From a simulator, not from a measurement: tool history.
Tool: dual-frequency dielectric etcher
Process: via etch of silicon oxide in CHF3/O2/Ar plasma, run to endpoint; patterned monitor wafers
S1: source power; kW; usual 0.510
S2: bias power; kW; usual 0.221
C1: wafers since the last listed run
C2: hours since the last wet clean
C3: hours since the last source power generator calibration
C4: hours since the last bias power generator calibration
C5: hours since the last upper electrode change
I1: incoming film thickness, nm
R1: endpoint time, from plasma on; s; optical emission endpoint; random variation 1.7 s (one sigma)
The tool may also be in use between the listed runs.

run   hour     S1     S2   C1     C2      C3      C4      C5     I1     R1
  1    0.0  0.510  0.199    0  131.8  1830.8  1788.4  2578.4  745.0  410.3
  2   19.0  0.510  0.199   60  150.8  1849.8  1807.4  2597.4  749.9  416.0
  3   34.4  0.580  0.221   49  166.2  1865.2  1822.8  2612.8  749.1  373.2
  4   83.8  0.580  0.221  158  215.6  1914.6  1872.2  2662.2  743.3  367.8
  5  109.6  0.580  0.221   82  241.4  1940.4  1898.0  2688.0  755.5  375.8
  6  121.8  0.510  0.221   39  253.6  1952.6  1910.2  2700.2  743.9  383.5
  7  155.9  0.510  0.204  109  287.7  1986.7  1944.3  2734.3  752.9  406.9
  8  183.7  0.510  0.204   88  315.5  2014.5  1972.1  2762.1  746.4  398.7
  9  196.7  0.510  0.204   41  328.5  2027.5  1985.1  2775.1  745.8  398.5
 10  211.8  0.510  0.221   48  343.6  2042.6  2000.2  2790.2  744.0  378.5
 11  223.9  0.510  0.221   38  355.7  2054.7  2012.3  2802.3  744.1  381.0
 12  240.2  0.510  0.221   52  372.0  2071.0  2028.6  2818.6  747.0  381.6
 13  255.5  0.600  0.248   48  387.3  2086.3  2043.9  2833.9  741.3  339.0
 14  278.1  0.510  0.254   72  409.9  2108.9  2066.5  2856.5  750.4  354.6
 15  302.1  0.510  0.254   76  433.9  2132.9  2090.5  2880.5  740.8  349.2
 16  330.3  0.510  0.254   90  462.1  2161.1  2118.7  2908.7  759.0  358.4
     361.6  -- wet clean of the chamber
 17  362.1  0.390  0.236   24    0.5  2192.9  2150.5  2940.5  752.3  407.0
 18  362.5  0.590  0.198    1    0.9  2193.3  2150.9  2940.9  748.9  396.2
     368.9  -- source power generator calibrated
 19  377.0  0.510  0.199   33   15.4     8.1  2165.4  2955.4  740.4  409.0
 20  403.1  0.510  0.221   83   41.5    34.2  2191.5  2981.5  745.1  384.0
 21  420.7  0.400  0.262   56   59.1    51.8  2209.1  2999.1  743.5  374.1
 22  451.4  0.600  0.221   98   89.8    82.5  2239.8  3029.8  748.4  366.9
 23  476.9  0.510  0.179   81  115.3   108.0  2265.3  3055.3  752.7  444.0
     491.1  -- bias power generator calibrated
 24  577.2  0.510  0.221  308  215.6   208.3    86.1  3155.6  756.4  390.0
 25  599.2  0.510  0.221   70  237.6   230.3   108.1  3177.6  751.5  386.6
 26  616.7  0.610  0.239   56  255.1   247.8   125.6  3195.1  745.7  348.2
     661.0  -- upper electrode replaced
 27  661.5  0.470  0.267   66  299.9   292.6   170.4     0.5  751.0  353.7
 28  665.2  0.620  0.261   11  303.6   296.3   174.1     4.2  752.1  330.9
 29  698.2  0.610  0.271  105  336.6   329.3   207.1    37.2  741.7  318.9
 30  722.9  0.510  0.221   79  361.3   354.0   231.8    61.9  743.4  378.1
 31  756.2  0.510  0.221  106  394.6   387.3   265.1    95.2  753.7  383.8
 32  788.8  0.470  0.273  104  427.2   419.9   297.7   127.8  755.2  349.6
 33  810.6  0.510  0.221   69  449.0   441.7   319.5   149.6  755.2  381.7
 34  836.2  0.510  0.199   81  474.6   467.3   345.1   175.2  742.8  403.4
     887.5  -- wet clean of the chamber
 35  888.0  0.440  0.221   88    0.5   519.1   396.9   227.0  745.6  406.6

4 ways to go on from here, each from the tool as it stands after run 35. What would each give?
  A  888.5  0.510  0.221   1  1.0  519.6  397.4  227.5  752.1   ?
  B  888.5  0.590  0.252   1  1.0  519.6  397.4  227.5  752.1   ?
  C  888.5  0.430  0.187   1  1.0  519.6  397.4  227.5  752.1   ?
  D  888.5  0.510  0.203   1  1.0  519.6  397.4  227.5  752.1   ?

run     R1
  A  392.8
  B  350.1
  C  454.7
  D  412.4
Without the tool's hidden state the same runs would have given:
run     R1
  A  392.1
  B  349.4
  C  453.9
  D  411.6

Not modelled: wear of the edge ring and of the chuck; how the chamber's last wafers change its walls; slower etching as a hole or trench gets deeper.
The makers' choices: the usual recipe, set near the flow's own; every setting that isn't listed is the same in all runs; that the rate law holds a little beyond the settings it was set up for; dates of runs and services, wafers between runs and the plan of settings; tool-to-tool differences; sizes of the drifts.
